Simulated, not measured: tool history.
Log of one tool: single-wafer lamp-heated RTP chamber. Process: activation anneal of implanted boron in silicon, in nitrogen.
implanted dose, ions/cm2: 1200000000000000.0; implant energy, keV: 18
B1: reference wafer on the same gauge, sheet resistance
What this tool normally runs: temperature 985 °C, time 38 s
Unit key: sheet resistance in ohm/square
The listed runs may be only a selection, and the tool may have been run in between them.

{"run": 1, "hour": 0.0, "temperature": 985, "time": 38, "B1": 86.96, "sheet resistance": 103.18}
{"run": 2, "hour": 6.6, "temperature": 985, "time": 38, "B1": 87.01, "sheet resistance": 103.04}
{"run": 3, "hour": 23.3, "temperature": 985, "time": 38, "B1": 86.98, "sheet resistance": 103.32}
{"run": 4, "hour": 34.4, "temperature": 985, "time": 38, "B1": 86.97, "sheet resistance": 102.74}
{"run": 5, "hour": 41.5, "temperature": 985, "time": 38, "B1": 87.01, "sheet resistance": 102.87}
{"run": 6, "hour": 53.6, "temperature": 985, "time": 38, "B1": 87.03, "sheet resistance": 102.55}
{"run": 7, "hour": 63.1, "temperature": 985, "time": 38, "B1": 87.0, "sheet resistance": 102.79}
{"run": 8, "hour": 79.7, "temperature": 985, "time": 38, "B1": 87.0, "sheet resistance": 102.72}
{"run": 9, "hour": 90.0, "temperature": 985, "time": 38, "B1": 86.93, "sheet resistance": 102.82}
{"hour": 108.7, "done": "pyrometer window cleaned and pyrometer calibrated"}
{"run": 10, "hour": 109.2, "temperature": 985, "time": 38, "B1": 87.05, "sheet resistance": 102.42}
{"run": 11, "hour": 115.2, "temperature": 985, "time": 38, "B1": 87.08, "sheet resistance": 102.95}
{"run": 12, "hour": 127.6, "temperature": 985, "time": 29, "B1": 87.01, "sheet resistance": 103.49}
{"run": 13, "hour": 138.3, "temperature": 985, "time": 29, "B1": 87.04, "sheet resistance": 103.83}
{"run": 14, "hour": 145.9, "temperature": 985, "time": 38, "B1": 87.0, "sheet resistance": 103.04}
{"hour": 152.7, "done": "gauge calibrated"}
{"run": 15, "hour": 159.9, "temperature": 1001, "time": 38, "B1": 86.96, "sheet resistance": 98.39}
{"hour": 178.2, "done": "reflector plate cleaned"}
{"run": 16, "hour": 178.7, "temperature": 1000, "time": 47, "B1": 87.02, "sheet resistance": 99.63}
{"run": 17, "hour": 179.0, "temperature": 1001, "time": 29, "B1": 86.97, "sheet resistance": 100.49}
{"run": 18, "hour": 183.8, "temperature": 956, "time": 56, "B1": 86.97, "sheet resistance": 121.21}
{"run": 19, "hour": 200.9, "temperature": 975, "time": 27, "B1": 86.96, "sheet resistance": 111.96}
{"run": 20, "hour": 239.3, "temperature": 985, "time": 51, "B1": 86.99, "sheet resistance": 103.1}
{"hour": 251.9, "done": "pyrometer window cleaned and pyrometer calibrated"}
{"run": 21, "hour": 254.9, "temperature": 966, "time": 59, "B1": 87.1, "sheet resistance": 111.74}
{"run": 22, "hour": 261.0, "temperature": 967, "time": 26, "B1": 86.97, "sheet resistance": 118.16}
{"run": 23, "hour": 275.9, "temperature": 955, "time": 29, "B1": 87.03, "sheet resistance": 129.84}
{"run": 24, "hour": 290.1, "temperature": 1002, "time": 38, "B1": 86.92, "sheet resistance": 99.08}
{"run": 25, "hour": 299.7, "temperature": 1011, "time": 59, "B1": 87.02, "sheet resistance": 96.92}
{"run": 26, "hour": 316.8, "temperature": 956, "time": 56, "B1": 87.02, "sheet resistance": 120.12}
{"run": 27, "hour": 329.9, "temperature": 985, "time": 38, "B1": 87.02, "sheet resistance": 104.83}
{"run": 28, "hour": 347.7, "temperature": 985, "time": 38, "B1": 87.08, "sheet resistance": 104.49}
{"run": 29, "hour": 360.1, "temperature": 967, "time": 32, "B1": 86.95, "sheet resistance": 116.05}
{"run": 30, "hour": 372.8, "temperature": 985, "time": 38, "B1": 87.0, "sheet resistance": 104.56}
{"hour": 389.9, "done": "pyrometer window cleaned and pyrometer calibrated"}
{"run": 31, "hour": 390.4, "temperature": 985, "time": 38, "B1": 86.94, "sheet resistance": 104.44}
{"run": 32, "hour": 405.9, "temperature": 985, "time": 38, "B1": 86.97, "sheet resistance": 104.18}
{"run": 33, "hour": 416.8, "temperature": 1005, "time": 53, "B1": 87.04, "sheet resistance": 98.08}
{"run": 34, "hour": 432.0, "temperature": 1010, "time": 51, "B1": 87.02, "sheet resistance": 96.95}
{"run": 35, "hour": 441.7, "temperature": 956, "time": 20, "B1": 86.93, "sheet resistance": 132.07}
{"run": 36, "hour": 459.3, "temperature": 1002, "time": 38, "B1": 87.04, "sheet resistance": 99.1}

5 options for the next run, each taken on its own from the tool as it stands now. Forecast them:
{"run": "A", "hour": 459.7, "temperature": 985, "time": 38, "B1": "?", "sheet resistance": "?"}
{"run": "B", "hour": 459.7, "temperature": 997, "time": 50, "B1": "?", "sheet resistance": "?"}
{"run": "C", "hour": 459.7, "temperature": 959, "time": 52, "B1": "?", "sheet resistance": "?"}
{"run": "D", "hour": 459.7, "temperature": 996, "time": 52, "B1": "?", "sheet resistance": "?"}
{"run": "E", "hour": 459.7, "temperature": 974, "time": 28, "B1": "?", "sheet resistance": "?"}

run=A B1=87.04 sheet_resistance=103.94
run=B B1=87.04 sheet_resistance=99.35
run=C B1=87.04 sheet_resistance=117.34
run=D B1=87.04 sheet_resistance=99.47
run=E B1=87.04 sheet_resistance=111.29
Stripped of hidden state, with their random variation kept, the same runs would have yielded:
run=A sheet_resistance=104.68
run=B sheet_resistance=99.79
run=C sheet_resistance=118.92
run=D sheet_resistance=99.93
run=E sheet_resistance=112.54
